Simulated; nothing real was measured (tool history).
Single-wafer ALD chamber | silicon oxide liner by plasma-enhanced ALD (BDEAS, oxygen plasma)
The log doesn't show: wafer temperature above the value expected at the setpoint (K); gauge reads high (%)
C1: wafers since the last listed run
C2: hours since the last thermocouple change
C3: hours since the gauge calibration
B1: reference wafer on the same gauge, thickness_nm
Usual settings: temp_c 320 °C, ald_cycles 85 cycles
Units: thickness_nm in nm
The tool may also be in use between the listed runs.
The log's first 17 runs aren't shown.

run 18 day=24.908 | temp_c=329 ald_cycles=100 | C1=58 C2=102.7 C3=1031.9 | B1=9.198 | thickness_nm=9.957
run 19 day=26.288 | temp_c=328 ald_cycles=68 | C1=145 C2=135.8 C3=1065 | B1=9.191 | thickness_nm=6.767
run 20 day=27.083 | temp_c=309 ald_cycles=77 | C1=84 C2=154.9 C3=1084.1 | B1=9.192 | thickness_nm=7.842
run 21 day=27.946 | temp_c=320 ald_cycles=85 | C1=91 C2=175.6 C3=1104.8 | B1=9.187 | thickness_nm=8.507
run 22 day=28.458 | temp_c=326 ald_cycles=95 | C1=54 C2=187.9 C3=1117.1 | B1=9.187 | thickness_nm=9.497
run 23 day=29.142 | temp_c=320 ald_cycles=99 | C1=72 C2=204.3 C3=1133.5 | B1=9.174 | thickness_nm=9.929
-- day=31.233 gauge calibrated
run 24 day=33.621 | temp_c=313 ald_cycles=70 | C1=473 C2=311.8 C3=57.3 | B1=9.267 | thickness_nm=7.19
run 25 day=35.112 | temp_c=313 ald_cycles=85 | C1=157 C2=347.6 C3=93.1 | B1=9.276 | thickness_nm=8.654
run 26 day=35.883 | temp_c=306 ald_cycles=68 | C1=81 C2=366.1 C3=111.6 | B1=9.254 | thickness_nm=6.994
run 27 day=36.65 | temp_c=326 ald_cycles=71 | C1=81 C2=384.5 C3=130 | B1=9.259 | thickness_nm=7.135
run 28 day=37.988 | temp_c=305 ald_cycles=100 | C1=141 C2=416.6 C3=162.1 | B1=9.27 | thickness_nm=10.293
run 29 day=41.033 | temp_c=320 ald_cycles=85 | C1=322 C2=489.7 C3=235.2 | B1=9.262 | thickness_nm=8.636
run 30 day=42.183 | temp_c=320 ald_cycles=73 | C1=121 C2=517.3 C3=262.8 | B1=9.258 | thickness_nm=7.39
run 31 day=43.662 | temp_c=326 ald_cycles=97 | C1=156 C2=552.8 C3=298.3 | B1=9.258 | thickness_nm=9.719
run 32 day=44.958 | temp_c=328 ald_cycles=70 | C1=137 C2=583.9 C3=329.4 | B1=9.259 | thickness_nm=7.012
run 33 day=46.112 | temp_c=320 ald_cycles=85 | C1=122 C2=611.6 C3=357.1 | B1=9.26 | thickness_nm=8.621
run 34 day=46.846 | temp_c=305 ald_cycles=95 | C1=77 C2=629.2 C3=374.7 | B1=9.254 | thickness_nm=9.835
run 35 day=47.508 | temp_c=309 ald_cycles=102 | C1=70 C2=645.1 C3=390.6 | B1=9.256 | thickness_nm=10.47

3 ways to go on from here, each from the tool as it stands after run 35. What would each give?
run A day=47.529 | temp_c=320 ald_cycles=85 | C1=2 C2=645.6 C3=391.1 | B1=? | thickness_nm=?
run B day=47.529 | temp_c=312 ald_cycles=71 | C1=2 C2=645.6 C3=391.1 | B1=? | thickness_nm=?
run C day=47.529 | temp_c=331 ald_cycles=68 | C1=2 C2=645.6 C3=391.1 | B1=? | thickness_nm=?

run=A B1=9.251 thickness_nm=8.614
run=B B1=9.251 thickness_nm=7.268
run=C B1=9.251 thickness_nm=6.795
Without the tool's hidden state the same runs would have given:
run=A thickness_nm=8.64
run=B thickness_nm=7.29
run=C thickness_nm=6.816
